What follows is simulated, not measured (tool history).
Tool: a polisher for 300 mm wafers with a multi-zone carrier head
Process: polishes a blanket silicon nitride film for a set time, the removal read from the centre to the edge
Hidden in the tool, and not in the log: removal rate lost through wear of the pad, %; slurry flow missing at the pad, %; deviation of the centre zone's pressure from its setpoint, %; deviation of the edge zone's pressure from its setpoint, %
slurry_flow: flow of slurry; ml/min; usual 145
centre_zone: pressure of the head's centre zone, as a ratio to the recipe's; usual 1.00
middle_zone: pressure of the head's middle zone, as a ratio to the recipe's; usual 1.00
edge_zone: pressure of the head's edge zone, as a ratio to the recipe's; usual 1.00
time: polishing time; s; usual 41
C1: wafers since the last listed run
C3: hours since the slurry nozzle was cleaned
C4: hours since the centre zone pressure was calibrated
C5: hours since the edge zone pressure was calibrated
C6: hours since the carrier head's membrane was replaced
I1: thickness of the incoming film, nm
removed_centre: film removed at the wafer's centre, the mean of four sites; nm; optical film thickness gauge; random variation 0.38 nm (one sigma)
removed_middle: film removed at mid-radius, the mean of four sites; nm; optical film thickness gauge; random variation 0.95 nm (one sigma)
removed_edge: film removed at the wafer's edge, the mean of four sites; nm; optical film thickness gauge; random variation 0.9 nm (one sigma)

{"run": 1, "day": 0.0, "slurry_flow": 145, "centre_zone": 1.0, "middle_zone": 1.0, "edge_zone": 1.0, "time": 41, "C1": 0, "wafers polished on this pad": 83, "C3": 72.6, "C4": 454.4, "C5": 611.2, "C6": 596.2, "I1": 690.4, "removed_centre": 63.2, "removed_middle": 62.9, "removed_edge": 64.6}
{"run": 2, "day": 1.35, "slurry_flow": 145, "centre_zone": 1.0, "middle_zone": 1.0, "edge_zone": 1.0, "time": 41, "C1": 223, "wafers polished on this pad": 306, "C3": 105.0, "C4": 486.8, "C5": 643.6, "C6": 628.6, "I1": 679.7, "removed_centre": 62.8, "removed_middle": 64.6, "removed_edge": 64.5}
{"run": 3, "day": 2.404, "slurry_flow": 145, "centre_zone": 1.0, "middle_zone": 1.0, "edge_zone": 1.0, "time": 41, "C1": 174, "wafers polished on this pad": 481, "C3": 130.3, "C4": 512.1, "C5": 668.9, "C6": 653.9, "I1": 682.9, "removed_centre": 63.1, "removed_middle": 65.1, "removed_edge": 64.1}
{"run": 4, "day": 4.992, "slurry_flow": 175, "centre_zone": 0.92, "middle_zone": 1.0, "edge_zone": 1.0, "time": 41, "C1": 428, "wafers polished on this pad": 909, "C3": 192.4, "C4": 574.2, "C5": 731.0, "C6": 716.0, "I1": 685.8, "removed_centre": 59.6, "removed_middle": 63.2, "removed_edge": 67.1}
{"run": 5, "day": 7.942, "slurry_flow": 175, "centre_zone": 0.92, "middle_zone": 1.0, "edge_zone": 1.0, "time": 41, "C1": 488, "wafers polished on this pad": 1398, "C3": 263.2, "C4": 645.0, "C5": 801.8, "C6": 786.8, "I1": 686.2, "removed_centre": 57.9, "removed_middle": 63.4, "removed_edge": 64.5}
{"day": 10.158, "done": "worn pad replaced by a new one"}
{"run": 6, "day": 10.721, "slurry_flow": 145, "centre_zone": 1.0, "middle_zone": 1.0, "edge_zone": 0.92, "time": 41, "C1": 432, "wafers polished on this pad": 93, "C3": 329.9, "C4": 711.7, "C5": 868.5, "C6": 853.5, "I1": 683.5, "removed_centre": 63.2, "removed_middle": 64.3, "removed_edge": 63.6}
{"run": 7, "day": 12.142, "slurry_flow": 145, "centre_zone": 1.0, "middle_zone": 1.0, "edge_zone": 0.92, "time": 41, "C1": 235, "wafers polished on this pad": 328, "C3": 364.0, "C4": 745.8, "C5": 902.6, "C6": 887.6, "I1": 676.9, "removed_centre": 63.8, "removed_middle": 63.1, "removed_edge": 62.1}
{"day": 14.154, "done": "slurry nozzle cleaned"}
{"run": 8, "day": 19.35, "slurry_flow": 145, "centre_zone": 1.0, "middle_zone": 1.0, "edge_zone": 1.0, "time": 41, "C1": 1187, "wafers polished on this pad": 1515, "C3": 124.7, "C4": 918.8, "C5": 1075.6, "C6": 1060.6, "I1": 672.3, "removed_centre": 59.9, "removed_middle": 61.1, "removed_edge": 61.4}
{"run": 9, "day": 21.071, "slurry_flow": 145, "centre_zone": 1.0, "middle_zone": 1.0, "edge_zone": 1.0, "time": 33, "C1": 285, "wafers polished on this pad": 1800, "C3": 166.0, "C4": 960.1, "C5": 1116.9, "C6": 1101.9, "I1": 671.8, "removed_centre": 48.2, "removed_middle": 48.0, "removed_edge": 49.2}
{"day": 21.633, "done": "worn pad replaced by a new one"}
{"run": 10, "day": 24.029, "slurry_flow": 145, "centre_zone": 1.0, "middle_zone": 1.0, "edge_zone": 1.0, "time": 41, "C1": 462, "wafers polished on this pad": 396, "C3": 237.0, "C4": 1031.1, "C5": 1187.9, "C6": 1172.9, "I1": 679.6, "removed_centre": 62.6, "removed_middle": 62.6, "removed_edge": 65.2}
{"day": 24.996, "done": "edge zone pressure recalibrated"}
{"run": 11, "day": 25.046, "slurry_flow": 145, "centre_zone": 1.0, "middle_zone": 1.09, "edge_zone": 0.91, "time": 41, "C1": 154, "wafers polished on this pad": 551, "C3": 261.4, "C4": 1055.5, "C5": 1.2, "C6": 1197.3, "I1": 682.1, "removed_centre": 62.7, "removed_middle": 66.2, "removed_edge": 60.5}
{"run": 12, "day": 26.783, "slurry_flow": 145, "centre_zone": 1.0, "middle_zone": 1.0, "edge_zone": 1.0, "time": 41, "C1": 287, "wafers polished on this pad": 839, "C3": 303.1, "C4": 1097.2, "C5": 42.9, "C6": 1239.0, "I1": 672.0, "removed_centre": 62.6, "removed_middle": 63.8, "removed_edge": 63.9}
{"run": 13, "day": 28.292, "slurry_flow": 170, "centre_zone": 1.0, "middle_zone": 1.05, "edge_zone": 0.93, "time": 36, "C1": 249, "wafers polished on this pad": 1089, "C3": 339.3, "C4": 1133.4, "C5": 79.1, "C6": 1275.2, "I1": 673.2, "removed_centre": 56.0, "removed_middle": 58.2, "removed_edge": 56.1}
{"run": 14, "day": 29.829, "slurry_flow": 190, "centre_zone": 1.0, "middle_zone": 0.93, "edge_zone": 1.07, "time": 37, "C1": 254, "wafers polished on this pad": 1343, "C3": 376.2, "C4": 1170.3, "C5": 116.0, "C6": 1312.1, "I1": 685.9, "removed_centre": 58.4, "removed_middle": 53.6, "removed_edge": 61.2}
{"day": 30.946, "done": "carrier head's membrane replaced by a new one"}
{"run": 15, "day": 31.092, "slurry_flow": 105, "centre_zone": 0.92, "middle_zone": 0.96, "edge_zone": 1.1, "time": 41, "C1": 174, "wafers polished on this pad": 1518, "C3": 406.5, "C4": 1200.6, "C5": 146.3, "C6": 3.5, "I1": 677.8, "removed_centre": 50.9, "removed_middle": 55.4, "removed_edge": 60.8}
{"day": 31.238, "done": "centre zone pressure recalibrated"}
{"day": 33.375, "done": "slurry nozzle cleaned"}
{"day": 34.212, "done": "worn pad replaced by a new one"}
{"run": 16, "day": 34.233, "slurry_flow": 160, "centre_zone": 1.1, "middle_zone": 1.0, "edge_zone": 1.0, "time": 41, "C1": 472, "wafers polished on this pad": 3, "C3": 20.6, "C4": 71.9, "C5": 221.7, "C6": 78.9, "I1": 689.9, "removed_centre": 71.1, "removed_middle": 65.6, "removed_edge": 67.0}
{"run": 17, "day": 36.317, "slurry_flow": 145, "centre_zone": 1.0, "middle_zone": 1.0, "edge_zone": 1.0, "time": 41, "C1": 345, "wafers polished on this pad": 348, "C3": 70.6, "C4": 121.9, "C5": 271.7, "C6": 128.9, "I1": 671.5, "removed_centre": 63.3, "removed_middle": 62.3, "removed_edge": 64.5}
{"run": 18, "day": 38.3, "slurry_flow": 145, "centre_zone": 1.0, "middle_zone": 1.0, "edge_zone": 1.11, "time": 41, "C1": 328, "wafers polished on this pad": 677, "C3": 118.2, "C4": 169.5, "C5": 319.3, "C6": 176.5, "I1": 678.4, "removed_centre": 63.2, "removed_middle": 62.4, "removed_edge": 67.8}
{"run": 19, "day": 39.488, "slurry_flow": 145, "centre_zone": 1.0, "middle_zone": 1.0, "edge_zone": 1.11, "time": 41, "C1": 196, "wafers polished on this pad": 873, "C3": 146.7, "C4": 198.0, "C5": 347.8, "C6": 205.0, "I1": 679.5, "removed_centre": 62.1, "removed_middle": 61.6, "removed_edge": 65.7}
{"run": 20, "day": 42.425, "slurry_flow": 115, "centre_zone": 1.0, "middle_zone": 1.0, "edge_zone": 1.0, "time": 41, "C1": 486, "wafers polished on this pad": 1360, "C3": 217.2, "C4": 268.5, "C5": 418.3, "C6": 275.5, "I1": 670.1, "removed_centre": 57.1, "removed_middle": 59.9, "removed_edge": 59.4}
{"run": 21, "day": 44.688, "slurry_flow": 145, "centre_zone": 1.06, "middle_zone": 1.06, "edge_zone": 1.1, "time": 41, "C1": 374, "wafers polished on this pad": 1735, "C3": 271.5, "C4": 322.8, "C5": 472.6, "C6": 329.8, "I1": 680.6, "removed_centre": 63.3, "removed_middle": 63.8, "removed_edge": 64.0}
{"day": 45.308, "done": "worn pad replaced by a new one"}
{"run": 22, "day": 46.783, "slurry_flow": 145, "centre_zone": 1.06, "middle_zone": 1.08, "edge_zone": 0.97, "time": 34, "C1": 319, "wafers polished on this pad": 244, "C3": 321.8, "C4": 373.1, "C5": 522.9, "C6": 380.1, "I1": 688.4, "removed_centre": 55.6, "removed_middle": 56.7, "removed_edge": 51.6}
{"run": 23, "day": 47.854, "slurry_flow": 145, "centre_zone": 1.0, "middle_zone": 1.0, "edge_zone": 1.0, "time": 41, "C1": 177, "wafers polished on this pad": 421, "C3": 347.5, "C4": 398.8, "C5": 548.6, "C6": 405.8, "I1": 683.7, "removed_centre": 62.9, "removed_middle": 63.2, "removed_edge": 64.2}

3 ways to go on from here, each from the tool as it stands after run 23. What would each give?
{"run": "A", "day": 47.871, "slurry_flow": 145, "centre_zone": 1.0, "middle_zone": 1.11, "edge_zone": 1.0, "time": 41, "C1": 2, "wafers polished on this pad": 424, "C3": 347.9, "C4": 399.2, "C5": 549.0, "C6": 406.2, "I1": 677.6, "removed_centre": "?", "removed_middle": "?", "removed_edge": "?"}
{"run": "B", "day": 47.871, "slurry_flow": 145, "centre_zone": 1.03, "middle_zone": 1.0, "edge_zone": 0.92, "time": 41, "C1": 2, "wafers polished on this pad": 424, "C3": 347.9, "C4": 399.2, "C5": 549.0, "C6": 406.2, "I1": 677.6, "removed_centre": "?", "removed_middle": "?", "removed_edge": "?"}
{"run": "C", "day": 47.871, "slurry_flow": 145, "centre_zone": 1.0, "middle_zone": 1.04, "edge_zone": 1.05, "time": 30, "C1": 2, "wafers polished on this pad": 424, "C3": 347.9, "C4": 399.2, "C5": 549.0, "C6": 406.2, "I1": 677.6, "removed_centre": "?", "removed_middle": "?", "removed_edge": "?"}

run=A removed_centre=63.3 removed_middle=67.5 removed_edge=65.3
run=B removed_centre=65.2 removed_middle=63.4 removed_edge=63.3
run=C removed_centre=46.3 removed_middle=47.5 removed_edge=48.8
Without the tool's hidden state the same runs would have given:
run=A removed_centre=64.2 removed_middle=68.5 removed_edge=66.2
run=B removed_centre=66.1 removed_middle=64.3 removed_edge=64.1
run=C removed_centre=47.0 removed_middle=48.2 removed_edge=49.5
